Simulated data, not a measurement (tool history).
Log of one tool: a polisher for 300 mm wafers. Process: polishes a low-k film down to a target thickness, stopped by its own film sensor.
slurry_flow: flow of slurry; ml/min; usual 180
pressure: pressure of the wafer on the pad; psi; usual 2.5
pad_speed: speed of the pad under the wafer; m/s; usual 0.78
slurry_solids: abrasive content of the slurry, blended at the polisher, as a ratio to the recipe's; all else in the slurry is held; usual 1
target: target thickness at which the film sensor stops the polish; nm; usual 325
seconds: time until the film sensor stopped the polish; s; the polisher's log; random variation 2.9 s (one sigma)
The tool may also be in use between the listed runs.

| run | hour | slurry_flow | pressure | pad_speed | slurry_solids | target | incoming thickness of the incoming film, nm | seconds |
|---|---|---|---|---|---|---|---|---|
| 1 | 0 | 180 | 1.8 | 0.78 | 1.1 | 308 | 396.9 | 314.5 |
| 2 | 85.3 | 215 | 2.5 | 0.86 | 0.75 | 325 | 390 | 220.8 |
|  | 133.8 | slurry nozzle cleaned |
| 3 | 142.1 | 180 | 2.5 | 0.78 | 1.25 | 304 | 395.2 | 226.5 |
|  | 175.4 | head pressure recalibrated |
| 4 | 213.2 | 180 | 2.5 | 0.7 | 1 | 325 | 386.6 | 189.6 |
| 5 | 277.5 | 180 | 2.5 | 0.78 | 1 | 325 | 389.5 | 188.4 |
| 6 | 339.5 | 180 | 2.5 | 0.9 | 1 | 325 | 389.6 | 175.9 |
|  | 437.3 | worn pad replaced by a new one |
| 7 | 443.1 | 200 | 2.5 | 0.68 | 1 | 325 | 390.5 | 188.4 |
| 8 | 521.2 | 180 | 2.5 | 0.78 | 1 | 325 | 392.1 | 185.3 |
|  | 566.1 | conditioning disc replaced and pad reconditioned |
|  | 572.1 | slurry blender recalibrated |
| 9 | 585.7 | 180 | 2.8 | 0.78 | 1 | 325 | 381.3 | 136.3 |
| 10 | 666.8 | 180 | 2.5 | 1.04 | 1 | 325 | 395.1 | 160.4 |
| 11 | 736.4 | 180 | 2.5 | 0.78 | 1 | 325 | 388.1 | 174.8 |
| 12 | 782.8 | 150 | 2.5 | 0.86 | 1 | 325 | 388.5 | 160.6 |
| 13 | 825.5 | 130 | 2.5 | 0.98 | 1 | 325 | 384.5 | 147.2 |
|  | 893.1 | slurry nozzle cleaned |
| 14 | 906.3 | 155 | 2.5 | 0.78 | 1 | 325 | 396.1 | 196.7 |
| 15 | 979 | 180 | 2.5 | 0.78 | 1 | 325 | 393 | 191.7 |
|  | 985.5 | head pressure recalibrated |
| 16 | 1051.8 | 180 | 2.5 | 0.78 | 1 | 325 | 388.5 | 185.1 |
| 17 | 1130.9 | 235 | 2.5 | 0.54 | 1 | 325 | 388.9 | 224 |
| 18 | 1189 | 220 | 1.8 | 0.78 | 1 | 325 | 387.3 | 253.4 |
| 19 | 1280.4 | 180 | 2.8 | 0.78 | 1 | 325 | 383.5 | 167.1 |
|  | 1285.5 | slurry blender recalibrated |
| 20 | 1324.9 | 225 | 1.8 | 0.94 | 1 | 325 | 392.1 | 261.5 |
|  | 1359.8 | conditioning disc replaced and pad reconditioned |
| 21 | 1375.3 | 180 | 2.5 | 0.78 | 1 | 325 | 387.8 | 205.4 |
|  | 1381.2 | worn pad replaced by a new one |
| 22 | 1429.4 | 180 | 3.1 | 0.62 | 0.8 | 341 | 392.8 | 159.7 |
| 23 | 1705.7 | 180 | 2.5 | 0.78 | 1 | 325 | 394.3 | 191.4 |
|  | 1738.2 | slurry nozzle cleaned |
| 24 | 1779.4 | 165 | 2.1 | 0.78 | 1 | 325 | 389.7 | 220.1 |

Forecast each of these 5 alternatives for the next run:
| A | 1779.9 | 180 | 2.5 | 0.78 | 1 | 325 | 389.5 | ? |
| B | 1779.9 | 180 | 2.5 | 0.78 | 1.25 | 313 | 389.5 | ? |
| C | 1779.9 | 180 | 3.3 | 1.02 | 1.25 | 336 | 389.5 | ? |
| D | 1779.9 | 180 | 2.5 | 0.78 | 0.85 | 312 | 389.5 | ? |
| E | 1779.9 | 180 | 2.3 | 0.78 | 0.85 | 345 | 389.5 | ? |

| run | seconds |
|---|---|
| A | 182 |
| B | 186.6 |
| C | 84.6 |
| D | 252.6 |
| E | 157.3 |
Without the tool's hidden state the same runs would have given:
| run | seconds |
|---|---|
| A | 173.2 |
| B | 177.6 |
| C | 80.5 |
| D | 240.5 |
| E | 149.7 |
